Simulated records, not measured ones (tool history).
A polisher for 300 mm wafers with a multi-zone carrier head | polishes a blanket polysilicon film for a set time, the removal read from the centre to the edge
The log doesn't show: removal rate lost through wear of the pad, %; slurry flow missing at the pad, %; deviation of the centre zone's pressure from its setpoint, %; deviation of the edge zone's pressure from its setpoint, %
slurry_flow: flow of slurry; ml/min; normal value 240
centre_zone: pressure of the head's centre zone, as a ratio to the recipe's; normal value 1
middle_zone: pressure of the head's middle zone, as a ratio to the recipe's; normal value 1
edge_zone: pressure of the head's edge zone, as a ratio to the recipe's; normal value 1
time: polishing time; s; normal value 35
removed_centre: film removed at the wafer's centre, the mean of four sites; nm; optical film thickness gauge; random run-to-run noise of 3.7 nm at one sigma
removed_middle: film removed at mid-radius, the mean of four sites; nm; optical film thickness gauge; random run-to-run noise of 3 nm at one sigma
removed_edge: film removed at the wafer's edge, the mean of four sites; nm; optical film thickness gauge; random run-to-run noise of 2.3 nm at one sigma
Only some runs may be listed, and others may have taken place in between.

run   hour  slurry_flow  centre_zone  middle_zone  edge_zone  time  wafers since the last listed run  wafers polished on this pad  hours since the slurry nozzle was cleaned  hours since the centre zone pressure was calibrated  hours since the edge zone pressure was calibrated  hours since the carrier head's membrane was replaced  incoming thickness of the incoming film, nm  removed_centre  removed_middle  removed_edge
  1      0          240            1            1          1    35                                 0                          858                                      330.2                                                356.8                                              276.1                                                1376.6                                       1823.8           314.8           311.2         318.2
      22.7  -- worn pad replaced by a new one
  2   33.7          240            1            1          1    35                               368                          136                                      363.9                                                390.5                                              309.8                                                1410.3                                       1800.7           307.8           310.7         318.9
  3     65          240            1            1          1    35                               388                          525                                      395.2                                                421.8                                              341.1                                                1441.6                                       1855.2           306.7           316.6         318.4
  4     83          240         1.07            1          1    35                               223                          749                                      413.2                                                439.8                                              359.1                                                1459.6                                       1859.9           327.1           311.8           315
  5   99.5          240         1.07            1          1    35                               204                          954                                      429.7                                                456.3                                              375.6                                                1476.1                                       1811.9           325.8           315.7         314.9
  6  114.3          240         1.07            1          1    35                               183                         1138                                      444.5                                                471.1                                              390.4                                                1490.9                                       1827.8           328.2             309           315
     124.2  -- worn pad replaced by a new one
  7  146.1          240            1            1          1    28                               345                          271                                      476.3                                                502.9                                              422.2                                                1522.7                                       1805.3           244.8           245.4         251.9
  8    166          240            1            1          1    28                               247                          519                                      496.2                                                522.8                                              442.1                                                1542.6                                       1849.4             241             243         253.8
  9  187.8          240            1            1          1    28                               270                          789                                        518                                                544.6                                              463.9                                                1564.4                                       1836.3           245.5           248.5         250.1
     209.1  -- worn pad replaced by a new one
 10  209.6          240         0.93            1          1    40                               221                            5                                      539.8                                                566.4                                              485.7                                                1586.2                                       1824.5           319.3           352.7         357.4
     219.6  -- centre zone pressure recalibrated
 11  239.6          165         1.11         0.91       1.07    35                               347                          353                                      569.8                                                   20                                              515.7                                                1616.2                                         1828           295.3           261.1         300.2
 12  270.5          195            1         0.97          1    35                               383                          737                                      600.7                                                 50.9                                              546.6                                                1647.1                                       1838.5           287.3           281.1         293.8
     277.7  -- carrier head's membrane replaced by a new one
 13  288.1          240            1            1       0.89    39                               156                          894                                      618.3                                                 68.5                                              564.2                                                  10.4                                       1801.7           335.7           332.1         325.3
     297.3  -- edge zone pressure recalibrated
     310.6  -- worn pad replaced by a new one
     314.3  -- slurry nozzle cleaned
 14  316.3          240            1            1          1    35                               263                           58                                          2                                                 96.7                                                 19                                                  38.6                                       1836.2           305.1           316.6         319.7
 15  342.3          240            1            1       0.88    42                               322                          381                                         28                                                122.7                                                 45                                                  64.6                                         1836           371.7           380.6         367.5
 16  354.6          240            1            1          1    35                               152                          534                                       40.3                                                  135                                               57.3                                                  76.9                                       1852.6           310.3           316.8         323.6
 17  370.3          240            1         1.04          1    35                               195                          729                                         56                                                150.7                                                 73                                                  92.6                                       1840.1           320.3             326         318.4
     398.1  -- worn pad replaced by a new one
 18  398.6          240            1         1.11          1    35                               301                            6                                       84.3                                                  179                                              101.3                                                 120.9                                       1833.5           310.6           344.5         316.9

What the log doesn't show, run by run:
removal rate lost through wear of the pad, %: 0 at every run
deviation of the centre zone's pressure from its setpoint, %: 0 at every run
deviation of the edge zone's pressure from its setpoint, %: 0 at every run
H1: slurry flow missing at the pad, %
run    H1
  1  10.4
  2    12
  3  13.7
  4  14.8
  5  15.8
  6  16.7
  7  18.8
  8  20.1
  9  21.7
 10  23.3
 11  25.7
 12  28.3
 13  29.8
 14  3.43
 15  3.48
 16  3.54
 17  3.65
 18  3.93

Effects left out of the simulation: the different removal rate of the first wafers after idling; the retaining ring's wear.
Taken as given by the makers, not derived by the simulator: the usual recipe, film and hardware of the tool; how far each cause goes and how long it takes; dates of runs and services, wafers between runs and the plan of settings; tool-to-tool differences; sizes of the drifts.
